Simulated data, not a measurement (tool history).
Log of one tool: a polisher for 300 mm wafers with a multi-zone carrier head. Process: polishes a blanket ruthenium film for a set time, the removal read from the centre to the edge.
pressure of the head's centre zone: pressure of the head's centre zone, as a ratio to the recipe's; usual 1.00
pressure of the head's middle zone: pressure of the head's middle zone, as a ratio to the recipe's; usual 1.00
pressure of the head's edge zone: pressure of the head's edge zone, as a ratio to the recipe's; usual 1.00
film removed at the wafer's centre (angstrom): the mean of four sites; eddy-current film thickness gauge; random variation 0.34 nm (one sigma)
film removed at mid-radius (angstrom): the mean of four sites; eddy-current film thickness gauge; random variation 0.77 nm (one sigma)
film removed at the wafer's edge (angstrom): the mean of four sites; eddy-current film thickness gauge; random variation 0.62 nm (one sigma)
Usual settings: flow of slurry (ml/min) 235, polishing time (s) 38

run	day	flow of slurry (ml/min)	pressure of the head's centre zone	pressure of the head's middle zone	pressure of the head's edge zone	polishing time (s)	incoming thickness of the incoming film, nm	film removed at the wafer's centre (angstrom)	film removed at mid-radius (angstrom)	film removed at the wafer's edge (angstrom)
1	0.000	290	1.00	1.00	1.00	38	431.4	562	553	558
2	0.729	235	1.00	1.00	1.00	38	428.8	550	523	541
3	1.175	235	1.00	1.00	1.00	38	434.6	545	541	543
4	1.425	235	0.94	1.00	1.00	38	428.6	521	524	544
# day 2.004: worn pad replaced by a new one
5	2.025	235	0.94	1.00	1.00	38	431.7	522	526	549
6	2.533	235	1.00	1.00	1.00	38	426.9	553	530	561
7	3.071	235	1.00	1.00	1.00	38	428.7	555	523	540
8	3.538	235	1.00	1.00	1.00	38	429.7	560	521	560
# day 3.988: worn pad replaced by a new one
9	4.008	235	1.00	1.00	1.00	38	435.6	565	533	549
10	4.296	235	1.00	1.00	1.00	38	430.5	560	518	545
11	4.546	235	1.09	1.00	1.00	38	422.6	610	529	553
12	5.112	235	1.00	1.00	1.00	38	430.6	549	521	545
13	5.817	235	0.94	1.00	1.00	38	426.8	524	529	552
# day 6.008: centre zone pressure recalibrated
14	6.212	235	1.00	1.00	1.00	38	430.1	522	514	548
# day 6.429: worn pad replaced by a new one
15	6.779	235	1.00	1.05	1.04	38	428.1	519	546	552
# day 6.942: edge zone pressure recalibrated
16	7.250	235	0.96	1.00	1.00	48	428.4	632	673	686
# day 7.717: carrier head's membrane replaced by a new one
17	7.971	300	1.04	1.08	0.96	38	430.3	553	550	542
# day 8.142: slurry nozzle cleaned
# day 8.375: worn pad replaced by a new one
18	8.512	235	1.00	1.08	1.00	38	424.0	527	565	550
19	9.092	235	1.06	1.05	1.08	38	430.4	556	546	564
20	9.550	235	1.00	1.00	1.00	29	430.6	403	401	418
21	10.167	235	1.00	1.00	1.00	38	433.9	525	533	545
# day 10.679: worn pad replaced by a new one
22	10.700	235	1.04	1.00	1.00	38	433.1	547	526	542

3 ways to go on from here, each from the tool as it stands after run 22. What would each give?
A	10.717	235	1.00	1.00	1.00	38	426.7	?	?	?
B	10.717	295	0.89	1.11	1.00	42	426.7	?	?	?
C	10.717	235	1.10	1.00	1.00	30	426.7	?	?	?

run	film removed at the wafer's centre (angstrom)	film removed at mid-radius (angstrom)	film removed at the wafer's edge (angstrom)
A	532	518	547
B	533	634	612
C	462	408	432
Without the tool's hidden state the same runs would have given:
run	film removed at the wafer's centre (angstrom)	film removed at mid-radius (angstrom)	film removed at the wafer's edge (angstrom)
A	528	518	547
B	530	634	612
C	459	408	432

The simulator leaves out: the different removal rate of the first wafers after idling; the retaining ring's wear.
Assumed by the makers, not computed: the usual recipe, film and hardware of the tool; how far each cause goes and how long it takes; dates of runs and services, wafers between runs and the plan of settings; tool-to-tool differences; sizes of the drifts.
